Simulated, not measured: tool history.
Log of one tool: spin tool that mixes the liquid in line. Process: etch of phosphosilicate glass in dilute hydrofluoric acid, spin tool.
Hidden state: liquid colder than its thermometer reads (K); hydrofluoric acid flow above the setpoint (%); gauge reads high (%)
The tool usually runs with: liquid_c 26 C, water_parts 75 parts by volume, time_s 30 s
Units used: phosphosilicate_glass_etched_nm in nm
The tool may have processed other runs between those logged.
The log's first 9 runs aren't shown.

| run | day | liquid_c | water_parts | time_s | wafers since the last listed run | hours since the thermometer was replaced | hours since the hydrofluoric acid flow meter was replaced | hours since the gauge calibration | read-back film thickness of the phosphosilicate glass reference wafer, read on the same gauge (nm) | phosphosilicate_glass_etched_nm |
|---|---|---|---|---|---|---|---|---|---|---|
| 10 | 33.35 | 26 | 75 | 30 | 936 | 475.9 | 278.7 | 706.1 | 50.02 | 36.75 |
| 11 | 35.008 | 26 | 75 | 30 | 862 | 515.7 | 318.5 | 745.9 | 50.04 | 36.42 |
| 12 | 37.417 | 26 | 75 | 30 | 1252 | 573.5 | 376.3 | 803.7 | 50.01 | 36.4 |
| 13 | 40.446 | 26 | 75 | 30 | 1575 | 646.2 | 449 | 876.4 | 50.02 | 36.42 |
|  | 43.596 | hydrofluoric acid flow meter replaced |
| 14 | 44.346 | 26 | 75 | 30 | 2007 | 739.8 | 18 | 970 | 50.02 | 36.05 |
| 15 | 56.867 | 26 | 75 | 30 | 6513 | 1040.3 | 318.5 | 1270.5 | 50 | 35.81 |
| 16 | 60.967 | 26 | 75 | 30 | 2132 | 1138.7 | 416.9 | 1368.9 | 49.98 | 35.83 |
| 17 | 64.854 | 26 | 100 | 30 | 2022 | 1232 | 510.2 | 1462.2 | 49.97 | 25.81 |
|  | 67.004 | hydrofluoric acid flow meter replaced |
| 18 | 67.908 | 21.5 | 60 | 45 | 1567 | 1305.3 | 21.7 | 1535.5 | 50.01 | 56.91 |
| 19 | 77.304 | 22 | 75 | 15 | 4888 | 1530.8 | 247.2 | 1761 | 50.01 | 15 |
|  | 79.796 | thermometer replaced |
| 20 | 79.988 | 26 | 75 | 30 | 1374 | 4.6 | 311.6 | 1825.4 | 50.02 | 37.17 |
| 21 | 84.308 | 30.5 | 75 | 30 | 2247 | 108.3 | 415.3 | 1929.1 | 50.01 | 44.55 |
|  | 86.246 | gauge calibrated |
|  | 87.242 | hydrofluoric acid flow meter replaced |
| 22 | 87.862 | 23.5 | 90 | 30 | 1827 | 193.6 | 14.9 | 38.8 | 49.98 | 27.16 |
| 23 | 89.412 | 26 | 75 | 30 | 806 | 230.8 | 52.1 | 76 | 49.98 | 36.17 |
| 24 | 93.312 | 29.5 | 40 | 40 | 2028 | 324.4 | 145.7 | 169.6 | 49.97 | 110.15 |
| 25 | 97.525 | 26 | 75 | 30 | 2191 | 425.5 | 246.8 | 270.7 | 49.99 | 36.71 |
| 26 | 99.688 | 26 | 75 | 30 | 1125 | 477.4 | 298.7 | 322.6 | 50.02 | 36.92 |
| 27 | 101.242 | 26 | 75 | 30 | 808 | 514.7 | 336 | 359.9 | 50.01 | 36.64 |
| 28 | 104.075 | 26 | 75 | 40 | 1473 | 582.7 | 404 | 427.9 | 49.98 | 49.18 |
| 29 | 106.046 | 21.5 | 100 | 15 | 1025 | 630 | 451.3 | 475.2 | 49.96 | 11.03 |
| 30 | 110.5 | 24.5 | 75 | 30 | 2317 | 736.9 | 558.2 | 582.1 | 50 | 34.67 |
|  | 113.667 | hydrofluoric acid flow meter replaced |
| 31 | 114.571 | 28.5 | 75 | 30 | 2096 | 834.6 | 21.7 | 679.8 | 49.98 | 40.61 |
| 32 | 118.975 | 26 | 75 | 30 | 2291 | 940.3 | 127.4 | 785.5 | 49.97 | 36.14 |

Alternative continuations, all from the tool just after run 32; predict every row:
| A | 118.992 | 26 | 75 | 15 | 8 | 940.7 | 127.8 | 785.9 | ? | ? |
| B | 118.992 | 22.5 | 55 | 30 | 8 | 940.7 | 127.8 | 785.9 | ? | ? |
| C | 118.992 | 30.5 | 35 | 30 | 8 | 940.7 | 127.8 | 785.9 | ? | ? |
| D | 118.992 | 26 | 45 | 20 | 8 | 940.7 | 127.8 | 785.9 | ? | ? |

| run | read-back film thickness of the phosphosilicate glass reference wafer, read on the same gauge (nm) | phosphosilicate_glass_etched_nm |
|---|---|---|
| A | 50 | 18.35 |
| B | 50 | 44.51 |
| C | 50 | 99.66 |
| D | 50 | 42.46 |
The same runs, with their run-to-run variation unchanged, on a tool lacking any hidden condition would have given:
| run | phosphosilicate_glass_etched_nm |
|---|---|
| A | 18.85 |
| B | 45.77 |
| C | 102.35 |
| D | 43.64 |
